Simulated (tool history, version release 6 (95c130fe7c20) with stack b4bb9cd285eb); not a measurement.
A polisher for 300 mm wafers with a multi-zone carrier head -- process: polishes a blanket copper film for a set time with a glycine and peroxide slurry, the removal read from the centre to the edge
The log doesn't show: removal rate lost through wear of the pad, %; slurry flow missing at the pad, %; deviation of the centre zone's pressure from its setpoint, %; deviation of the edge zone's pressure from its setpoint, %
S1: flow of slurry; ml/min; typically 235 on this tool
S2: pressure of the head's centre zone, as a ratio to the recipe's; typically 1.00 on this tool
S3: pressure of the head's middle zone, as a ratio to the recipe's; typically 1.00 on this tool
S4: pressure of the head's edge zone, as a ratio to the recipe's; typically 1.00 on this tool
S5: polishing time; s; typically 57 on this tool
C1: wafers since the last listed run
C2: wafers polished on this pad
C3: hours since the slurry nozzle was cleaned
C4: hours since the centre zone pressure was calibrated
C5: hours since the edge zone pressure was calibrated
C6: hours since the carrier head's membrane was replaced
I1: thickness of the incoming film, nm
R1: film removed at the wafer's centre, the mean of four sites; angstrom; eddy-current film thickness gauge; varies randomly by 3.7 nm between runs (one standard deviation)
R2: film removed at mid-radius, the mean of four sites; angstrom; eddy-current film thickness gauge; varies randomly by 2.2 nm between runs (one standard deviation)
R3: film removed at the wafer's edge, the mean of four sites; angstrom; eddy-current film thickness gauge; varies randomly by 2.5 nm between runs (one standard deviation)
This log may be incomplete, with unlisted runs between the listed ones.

Run 1, day 0.000: usual settings; C1 0; C2 125; C3 708.9; C4 300.7; C5 1056.1; C6 910.7; I1 1798.1. Result: R1 2821 angstrom, R2 2768 angstrom, R3 2649 angstrom.
Run 2, day 2.504: usual settings; C1 435; C2 560; C3 769.0; C4 360.8; C5 1116.2; C6 970.8; I1 1800.0. Result: R1 2729 angstrom, R2 2732 angstrom, R3 2636 angstrom.
Run 3, day 3.638: usual settings; C1 197; C2 757; C3 796.2; C4 388.0; C5 1143.4; C6 998.0; I1 1816.0. Result: R1 2762 angstrom, R2 2660 angstrom, R3 2602 angstrom.
At day 5.612: slurry nozzle cleaned.
At day 11.500: centre zone pressure recalibrated.
Run 4, day 12.175: usual settings; C1 1463; C2 2220; C3 157.5; C4 16.2; C5 1348.3; C6 1202.9; I1 1835.7. Result: R1 2501 angstrom, R2 2482 angstrom, R3 2447 angstrom.
Run 5, day 13.512: usual settings; C1 232; C2 2453; C3 189.6; C4 48.3; C5 1380.4; C6 1235.0; I1 1833.8. Result: R1 2424 angstrom, R2 2449 angstrom, R3 2338 angstrom.
At day 14.675: worn pad replaced by a new one.
Run 6, day 14.696: usual settings but S3 1.03, S5 53 s; C1 176; C2 3; C3 218.0; C4 76.7; C5 1408.8; C6 1263.4; I1 1821.5. Result: R1 2620 angstrom, R2 2611 angstrom, R3 2463 angstrom.
Run 7, day 15.683: usual settings but S2 0.95; C1 171; C2 175; C3 241.7; C4 100.4; C5 1432.5; C6 1287.1; I1 1802.9. Result: R1 2637 angstrom, R2 2764 angstrom, R3 2688 angstrom.
At day 16.967: edge zone pressure recalibrated.
Run 8, day 18.575: usual settings but S5 48 s; C1 488; C2 664; C3 311.1; C4 169.8; C5 38.6; C6 1356.5; I1 1816.8. Result: R1 2312 angstrom, R2 2288 angstrom, R3 2232 angstrom.
Run 9, day 21.379: usual settings but S2 1.10; C1 487; C2 1151; C3 378.4; C4 237.1; C5 105.9; C6 1423.8; I1 1821.2. Result: R1 2950 angstrom, R2 2669 angstrom, R3 2610 angstrom.
Run 10, day 23.038: usual settings but S1 265 ml/min, S2 1.10, S3 1.04, S4 0.89; C1 288; C2 1440; C3 418.2; C4 276.9; C5 145.7; C6 1463.6; I1 1841.8. Result: R1 3040 angstrom, R2 2750 angstrom, R3 2560 angstrom.
Run 11, day 25.938: usual settings but S2 1.08, S5 62 s; C1 504; C2 1944; C3 487.8; C4 346.5; C5 215.3; C6 1533.2; I1 1808.3. Result: R1 3132 angstrom, R2 2812 angstrom, R3 2697 angstrom.
At day 29.000: worn pad replaced by a new one.
Run 12, day 32.683: usual settings; C1 1144; C2 640; C3 649.7; C4 508.4; C5 377.2; C6 1695.1; I1 1800.8. Result: R1 2839 angstrom, R2 2726 angstrom, R3 2632 angstrom.
At day 33.042: slurry nozzle cleaned.
Run 13, day 34.075: usual settings but S1 300 ml/min, S2 1.05; C1 234; C2 875; C3 24.8; C4 541.8; C5 410.6; C6 1728.5; I1 1811.7. Result: R1 3017 angstrom, R2 2797 angstrom, R3 2657 angstrom.
At day 34.408: carrier head's membrane replaced by a new one.
Run 14, day 38.933: usual settings but S2 0.91; C1 808; C2 1684; C3 141.4; C4 658.4; C5 527.2; C6 108.6; I1 1802.5. Result: R1 2472 angstrom, R2 2619 angstrom, R3 2566 angstrom.
At day 39.092: centre zone pressure recalibrated.
Run 15, day 41.433: usual settings but S1 280 ml/min; C1 420; C2 2104; C3 201.4; C4 56.2; C5 587.2; C6 168.6; I1 1853.6. Result: R1 2560 angstrom, R2 2599 angstrom, R3 2477 angstrom.
Run 16, day 42.783: usual settings but S2 1.04, S4 1.05, S5 39 s; C1 234; C2 2339; C3 233.8; C4 88.6; C5 619.6; C6 201.0; I1 1822.6. Result: R1 1738 angstrom, R2 1682 angstrom, R3 1672 angstrom.
At day 43.954: worn pad replaced by a new one.
Run 17, day 44.200: usual settings but S1 200 ml/min, S2 1.08, S3 0.97, S5 70 s; C1 217; C2 42; C3 267.8; C4 122.6; C5 653.6; C6 235.0; I1 1838.4. Result: R1 3579 angstrom, R2 3154 angstrom, R3 3173 angstrom.
Run 18, day 45.254: usual settings; C1 183; C2 226; C3 293.1; C4 147.9; C5 678.9; C6 260.3; I1 1820.0. Result: R1 2749 angstrom, R2 2710 angstrom, R3 2589 angstrom.
Run 19, day 47.171: usual settings but S4 1.09, S5 65 s; C1 333; C2 559; C3 339.1; C4 193.9; C5 724.9; C6 306.3; I1 1828.5. Result: R1 3179 angstrom, R2 3073 angstrom, R3 3067 angstrom.
Run 20, day 48.617: usual settings; C1 251; C2 810; C3 373.8; C4 228.6; C5 759.6; C6 341.0; I1 1852.7. Result: R1 2692 angstrom, R2 2672 angstrom, R3 2585 angstrom.
Run 21, day 50.883: usual settings but S1 270 ml/min; C1 394; C2 1205; C3 428.2; C4 283.0; C5 814.0; C6 395.4; I1 1806.2. Result: R1 2748 angstrom, R2 2693 angstrom, R3 2604 angstrom.
Run 22, day 52.371: usual settings but S1 275 ml/min, S4 1.09; C1 258; C2 1463; C3 463.9; C4 318.7; C5 849.7; C6 431.1; I1 1846.8. Result: R1 2758 angstrom, R2 2678 angstrom, R3 2595 angstrom.
Run 23, day 54.333: usual settings but S3 1.08; C1 341; C2 1805; C3 511.0; C4 365.8; C5 896.8; C6 478.2; I1 1798.5. Result: R1 2580 angstrom, R2 2721 angstrom, R3 2505 angstrom.

Each row is a separate what-if for the run after 23, all from the same tool condition, not one after another. Results?
Run A, day 54.350: usual settings but S4 0.90; C1 2; C2 1808; C3 511.4; C4 366.2; C5 897.2; C6 478.6; I1 1780.8. Result: R1 ?, R2 ?, R3 ?.
Run B, day 54.350: usual settings but S1 300 ml/min, S5 42 s; C1 2; C2 1808; C3 511.4; C4 366.2; C5 897.2; C6 478.6; I1 1780.8. Result: R1 ?, R2 ?, R3 ?.
Run C, day 54.350: usual settings but S4 1.07, S5 50 s; C1 2; C2 1808; C3 511.4; C4 366.2; C5 897.2; C6 478.6; I1 1780.8. Result: R1 ?, R2 ?, R3 ?.

run    R1    R2    R3
  A  2603  2535  2382
  B  1980  1922  1847
  C  2284  2223  2194
With the hidden condition removed and each run's random variation left untouched, the same runs would have given:
run    R1    R2    R3
  A  2675  2734  2568
  B  2035  2073  1991
  C  2347  2398  2366

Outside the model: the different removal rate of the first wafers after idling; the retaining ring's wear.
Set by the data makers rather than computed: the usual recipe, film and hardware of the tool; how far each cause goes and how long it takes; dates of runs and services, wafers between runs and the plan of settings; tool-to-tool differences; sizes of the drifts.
